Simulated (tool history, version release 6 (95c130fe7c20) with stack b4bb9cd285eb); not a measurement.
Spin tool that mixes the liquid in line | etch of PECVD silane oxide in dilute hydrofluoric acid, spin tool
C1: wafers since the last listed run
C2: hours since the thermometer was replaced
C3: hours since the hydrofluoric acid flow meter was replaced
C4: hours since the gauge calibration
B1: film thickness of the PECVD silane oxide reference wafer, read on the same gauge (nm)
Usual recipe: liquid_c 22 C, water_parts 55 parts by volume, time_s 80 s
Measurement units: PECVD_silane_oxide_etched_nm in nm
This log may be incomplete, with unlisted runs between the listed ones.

Run 1, hour 0: usual settings; C1 0; C2 1369.8; C3 318.1; C4 386.7; B1 129.99. Result: PECVD_silane_oxide_etched_nm 42.84 nm.
Run 2, hour 19: usual settings; C1 124; C2 1388.8; C3 337.1; C4 405.7; B1 130.01. Result: PECVD_silane_oxide_etched_nm 42.51 nm.
Run 3, hour 54.9: usual settings; C1 235; C2 1424.7; C3 373; C4 441.6; B1 130. Result: PECVD_silane_oxide_etched_nm 42.62 nm.
Run 4, hour 85.5: usual settings but liquid_c 23 C, water_parts 75 parts by volume; C1 200; C2 1455.3; C3 403.6; C4 472.2; B1 129.99. Result: PECVD_silane_oxide_etched_nm 31.7 nm.
Run 5, hour 111.7: usual settings but liquid_c 23 C, water_parts 75 parts by volume; C1 171; C2 1481.5; C3 429.8; C4 498.4; B1 129.98. Result: PECVD_silane_oxide_etched_nm 31.6 nm.
Run 6, hour 126.1: usual settings but liquid_c 23 C, water_parts 75 parts by volume; C1 94; C2 1495.9; C3 444.2; C4 512.8; B1 130. Result: PECVD_silane_oxide_etched_nm 31.65 nm.
Run 7, hour 145.8: usual settings; C1 129; C2 1515.6; C3 463.9; C4 532.5; B1 130.01. Result: PECVD_silane_oxide_etched_nm 41.93 nm.
Run 8, hour 236: usual settings; C1 591; C2 1605.8; C3 554.1; C4 622.7; B1 130. Result: PECVD_silane_oxide_etched_nm 42.32 nm.
Run 9, hour 260.8: usual settings; C1 162; C2 1630.6; C3 578.9; C4 647.5; B1 130. Result: PECVD_silane_oxide_etched_nm 42.42 nm.
Run 10, hour 289.3: usual settings; C1 186; C2 1659.1; C3 607.4; C4 676; B1 130. Result: PECVD_silane_oxide_etched_nm 41.96 nm.
At hour 293.7: thermometer replaced.
Run 11, hour 320: usual settings; C1 194; C2 26.3; C3 638.1; C4 706.7; B1 130. Result: PECVD_silane_oxide_etched_nm 42.08 nm.
Run 12, hour 358: usual settings; C1 249; C2 64.3; C3 676.1; C4 744.7; B1 130.01. Result: PECVD_silane_oxide_etched_nm 41.9 nm.
At hour 368: gauge calibrated.
At hour 370.1: hydrofluoric acid flow meter replaced.
Run 13, hour 389.7: usual settings but water_parts 35 parts by volume; C1 201; C2 96; C3 19.6; C4 21.7; B1 130.01. Result: PECVD_silane_oxide_etched_nm 69.79 nm.
Run 14, hour 413.2: usual settings but water_parts 35 parts by volume; C1 154; C2 119.5; C3 43.1; C4 45.2; B1 130.01. Result: PECVD_silane_oxide_etched_nm 69.38 nm.
Run 15, hour 437.9: usual settings but water_parts 35 parts by volume; C1 161; C2 144.2; C3 67.8; C4 69.9; B1 130. Result: PECVD_silane_oxide_etched_nm 69.39 nm.
Run 16, hour 451.9: usual settings; C1 91; C2 158.2; C3 81.8; C4 83.9; B1 129.99. Result: PECVD_silane_oxide_etched_nm 43.09 nm.
Run 17, hour 476.1: usual settings but time_s 40 s; C1 158; C2 182.4; C3 106; C4 108.1; B1 130. Result: PECVD_silane_oxide_etched_nm 21.67 nm.
Run 18, hour 494.5: usual settings; C1 120; C2 200.8; C3 124.4; C4 126.5; B1 129.99. Result: PECVD_silane_oxide_etched_nm 42.79 nm.
Run 19, hour 522.9: usual settings; C1 186; C2 229.2; C3 152.8; C4 154.9; B1 130. Result: PECVD_silane_oxide_etched_nm 42.98 nm.
Run 20, hour 555.1: usual settings but time_s 95 s; C1 211; C2 261.4; C3 185; C4 187.1; B1 130.01. Result: PECVD_silane_oxide_etched_nm 50.93 nm.
Run 21, hour 577.3: usual settings but time_s 50 s; C1 145; C2 283.6; C3 207.2; C4 209.3; B1 130.01. Result: PECVD_silane_oxide_etched_nm 27.06 nm.
Run 22, hour 599.7: usual settings but water_parts 75 parts by volume; C1 146; C2 306; C3 229.6; C4 231.7; B1 130.01. Result: PECVD_silane_oxide_etched_nm 30.62 nm.
Run 23, hour 616.2: usual settings but liquid_c 19 C, water_parts 30 parts by volume, time_s 50 s; C1 108; C2 322.5; C3 246.1; C4 248.2; B1 130. Result: PECVD_silane_oxide_etched_nm 44.18 nm.
Run 24, hour 638.9: usual settings but water_parts 70 parts by volume; C1 148; C2 345.2; C3 268.8; C4 270.9; B1 130. Result: PECVD_silane_oxide_etched_nm 33.02 nm.
Run 25, hour 666.1: usual settings but liquid_c 25.5 C; C1 178; C2 372.4; C3 296; C4 298.1; B1 130.02. Result: PECVD_silane_oxide_etched_nm 49.26 nm.
Run 26, hour 686.4: usual settings but water_parts 65 parts by volume, time_s 105 s; C1 133; C2 392.7; C3 316.3; C4 318.4; B1 130. Result: PECVD_silane_oxide_etched_nm 47.28 nm.
Run 27, hour 716.8: usual settings but liquid_c 18 C, time_s 130 s; C1 199; C2 423.1; C3 346.7; C4 348.8; B1 129.98. Result: PECVD_silane_oxide_etched_nm 58.76 nm.
Run 28, hour 748.7: usual settings but time_s 45 s; C1 209; C2 455; C3 378.6; C4 380.7; B1 130.02. Result: PECVD_silane_oxide_etched_nm 23.94 nm.
Run 29, hour 787.7: usual settings but liquid_c 20 C, water_parts 25 parts by volume; C1 255; C2 494; C3 417.6; C4 419.7; B1 130.01. Result: PECVD_silane_oxide_etched_nm 89.17 nm.
Run 30, hour 823.2: usual settings; C1 232; C2 529.5; C3 453.1; C4 455.2; B1 130.01. Result: PECVD_silane_oxide_etched_nm 42.39 nm.
Run 31, hour 854.1: usual settings but liquid_c 24 C, water_parts 45 parts by volume, time_s 45 s; C1 202; C2 560.4; C3 484; C4 486.1; B1 130. Result: PECVD_silane_oxide_etched_nm 31.75 nm.
Run 32, hour 890: usual settings; C1 235; C2 596.3; C3 519.9; C4 522; B1 130. Result: PECVD_silane_oxide_etched_nm 42.6 nm.
Run 33, hour 944.4: usual settings but liquid_c 19 C, water_parts 75 parts by volume, time_s 60 s; C1 356; C2 650.7; C3 574.3; C4 576.4; B1 130. Result: PECVD_silane_oxide_etched_nm 20.04 nm.
Run 34, hour 958.8: usual settings but liquid_c 18 C, water_parts 65 parts by volume, time_s 120 s; C1 94; C2 665.1; C3 588.7; C4 590.8; B1 130.01. Result: PECVD_silane_oxide_etched_nm 44.54 nm.

For each run, what was the tool's unlogged condition?
liquid colder than its thermometer reads (K): 0 in every run
gauge reads high (%): 0 in every run
H1: hydrofluoric acid flow below the setpoint (%)
run     H1
  1   1.41
  2   1.48
  3   1.62
  4   1.73
  5   1.83
  6   1.89
  7   1.96
  8    2.3
  9    2.4
 10    2.5
 11   2.62
 12   2.77
 13  0.147
 14  0.236
 15   0.33
 16  0.383
 17  0.474
 18  0.544
 19  0.651
 20  0.773
 21  0.857
 22  0.942
 23      1
 24   1.09
 25   1.19
 26   1.27
 27   1.39
 28   1.51
 29   1.65
 30   1.79
 31   1.91
 32   2.04
 33   2.25
 34    2.3
